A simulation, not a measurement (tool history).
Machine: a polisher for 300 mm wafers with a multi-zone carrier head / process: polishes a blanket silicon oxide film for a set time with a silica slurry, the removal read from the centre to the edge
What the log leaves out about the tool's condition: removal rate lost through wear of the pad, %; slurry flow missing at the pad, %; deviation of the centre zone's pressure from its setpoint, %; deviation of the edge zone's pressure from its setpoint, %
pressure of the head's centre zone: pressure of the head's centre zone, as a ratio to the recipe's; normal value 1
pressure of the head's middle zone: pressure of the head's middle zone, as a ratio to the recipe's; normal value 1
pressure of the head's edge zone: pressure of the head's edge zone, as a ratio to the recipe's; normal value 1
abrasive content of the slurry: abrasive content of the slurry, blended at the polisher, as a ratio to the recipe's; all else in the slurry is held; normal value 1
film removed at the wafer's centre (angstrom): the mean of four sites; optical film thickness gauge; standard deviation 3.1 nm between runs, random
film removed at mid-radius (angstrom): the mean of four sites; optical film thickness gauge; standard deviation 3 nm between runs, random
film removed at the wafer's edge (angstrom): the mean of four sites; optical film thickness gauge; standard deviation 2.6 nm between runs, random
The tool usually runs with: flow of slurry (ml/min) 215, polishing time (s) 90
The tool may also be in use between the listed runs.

run   hour  flow of slurry (ml/min)  pressure of the head's centre zone  pressure of the head's middle zone  pressure of the head's edge zone  abrasive content of the slurry  polishing time (s)  wafers since the last listed run  wafers polished on this pad  hours since the slurry nozzle was cleaned  hours since the centre zone pressure was calibrated  hours since the edge zone pressure was calibrated  hours since the carrier head's membrane was replaced  incoming thickness of the incoming film, nm  film removed at the wafer's centre (angstrom)  film removed at mid-radius (angstrom)  film removed at the wafer's edge (angstrom)
  1      0                      215                                   1                                   1                                 1                               1                  90                                 0                          618                                        505                                                281.2                                              518.7                                                1261.6                                       1832.2                                           2594                                   2642                                         2624
  2    9.4                      215                                   1                                   1                                 1                               1                  90                                93                          711                                      514.4                                                290.6                                              528.1                                                  1271                                       1851.5                                           2582                                   2561                                         2616
  3   22.6                      215                                   1                                   1                                 1                               1                  90                               131                          843                                      527.6                                                303.8                                              541.3                                                1284.2                                       1815.2                                           2557                                   2564                                         2650
      34.4  -- worn pad replaced by a new one
  4   34.9                      215                                   1                                   1                                 1                               1                  90                                82                            5                                      539.9                                                316.1                                              553.6                                                1296.5                                       1839.3                                           2474                                   2412                                         2464
  5     47                      215                                   1                                   1                                 1                               1                  90                               120                          126                                        552                                                328.2                                              565.7                                                1308.6                                         1845                                           2373                                   2398                                         2427
  6   54.4                      215                                   1                                   1                                 1                               1                  90                                73                          199                                      559.4                                                335.6                                              573.1                                                  1316                                       1865.9                                           2406                                   2347                                         2355
      57.2  -- edge zone pressure recalibrated
  7   69.6                      215                                   1                                   1                                 1                               1                  90                               131                          331                                      574.6                                                350.8                                               12.4                                                1331.2                                       1855.7                                           2301                                   2308                                         2309
      74.6  -- worn pad replaced by a new one, repeated, since the last time left the tool worse
      79.2  -- carrier head's membrane replaced by a new one
  8   79.7                      215                                1.06                                   1                                 1                               1                  90                                14                            4                                      584.7                                                360.9                                               22.5                                                   0.5                                         1852                                           2952                                   2812                                         2787
  9   85.1                      215                                0.95                                   1                                 1                            0.85                 104                                53                           58                                      590.1                                                366.3                                               27.9                                                   5.9                                       1801.9                                           2813                                   2868                                         2982
 10   91.7                      215                                   1                                   1                                 1                               1                  90                                65                          124                                      596.7                                                372.9                                               34.5                                                  12.5                                       1799.9                                           2708                                   2704                                         2781
     100.8  -- slurry nozzle cleaned
     103.7  -- centre zone pressure recalibrated
 11  105.2                      255                                   1                                   1                              1.09                               1                  90                               104                          229                                        4.4                                                  1.5                                                 48                                                    26                                       1840.6                                           2800                                   2708                                         2859
 12  118.5                      215                                   1                                0.92                                 1                               1                  90                               132                          362                                       17.7                                                 14.8                                               61.3                                                  39.3                                       1816.4                                           2652                                   2448                                         2667
 13  170.5                      265                                   1                                   1                              1.09                               1                  90                               519                          881                                       69.7                                                 66.8                                              113.3                                                  91.3                                       1828.1                                           2765                                   2694                                         2789
     177.2  -- worn pad replaced by a new one
 14  180.4                      215                                   1                                   1                                 1                               1                  90                                58                           32                                       79.6                                                 76.7                                              123.2                                                 101.2                                       1826.8                                           2779                                   2785                                         2776
 15    187                      165                                1.08                                   1                                 1                            1.25                  76                                65                           98                                       86.2                                                 83.3                                              129.8                                                 107.8                                       1825.5                                           2595                                   2445                                         2499
 16  204.8                      250                                1.11                                1.08                                 1                               1                  90                               177                          275                                        104                                                101.1                                              147.6                                                 125.6                                       1818.8                                           3033                                   2920                                         2763
 17    213                      215                                   1                                   1                                 1                               1                  90                                81                          357                                      112.2                                                109.3                                              155.8                                                 133.8                                       1828.2                                           2677                                   2695                                         2692
 18  230.9                      215                                   1                                1.06                                 1                               1                  90                               178                          536                                      130.1                                                127.2                                              173.7                                                 151.7                                       1794.2                                           2679                                   2770                                         2663
 19  242.5                      215                                   1                                   1                                 1                               1                  90                               115                          652                                      141.7                                                138.8                                              185.3                                                 163.3                                       1834.9                                           2687                                   2638                                         2645
 20  254.8                      275                                   1                                0.96                              1.08                             0.9                  90                               122                          775                                        154                                                151.1                                              197.6                                                 175.6                                       1844.6                                           2596                                   2476                                         2668

Consider 5 possible next runs. They are alternatives, not a sequence: every one starts from the tool as it was left by run 20. What does each give?
  A  255.2                      215                                   1                                   1                                 1                               1                  90                                 3                          778                                      154.4                                                151.5                                                198                                                   176                                       1824.6                                              ?                                      ?                                            ?
  B  255.2                      215                                   1                                   1                                 1                             1.1                  90                                 3                          778                                      154.4                                                151.5                                                198                                                   176                                       1824.6                                              ?                                      ?                                            ?
  C  255.2                      215                                   1                                   1                              1.05                               1                  90                                 3                          778                                      154.4                                                151.5                                                198                                                   176                                       1824.6                                              ?                                      ?                                            ?
  D  255.2                      215                                   1                                0.89                              1.07                             0.9                  74                                 3                          778                                      154.4                                                151.5                                                198                                                   176                                       1824.6                                              ?                                      ?                                            ?
  E  255.2                      215                                   1                                0.91                                 1                             0.7                  90                                 3                          778                                      154.4                                                151.5                                                198                                                   176                                       1824.6                                              ?                                      ?                                            ?

run  film removed at the wafer's centre (angstrom)  film removed at mid-radius (angstrom)  film removed at the wafer's edge (angstrom)
  A                                           2684                                   2659                                         2610
  B                                           2813                                   2787                                         2735
  C                                           2684                                   2659                                         2672
  D                                           2085                                   1883                                         2101
  E                                           2180                                   2003                                         2123
What these runs would have given with no unlogged condition in the tool:
run  film removed at the wafer's centre (angstrom)  film removed at mid-radius (angstrom)  film removed at the wafer's edge (angstrom)
  A                                           2879                                   2853                                         2800
  B                                           3018                                   2990                                         2934
  C                                           2879                                   2852                                         2867
  D                                           2237                                   2020                                         2254
  E                                           2339                                   2149                                         2278
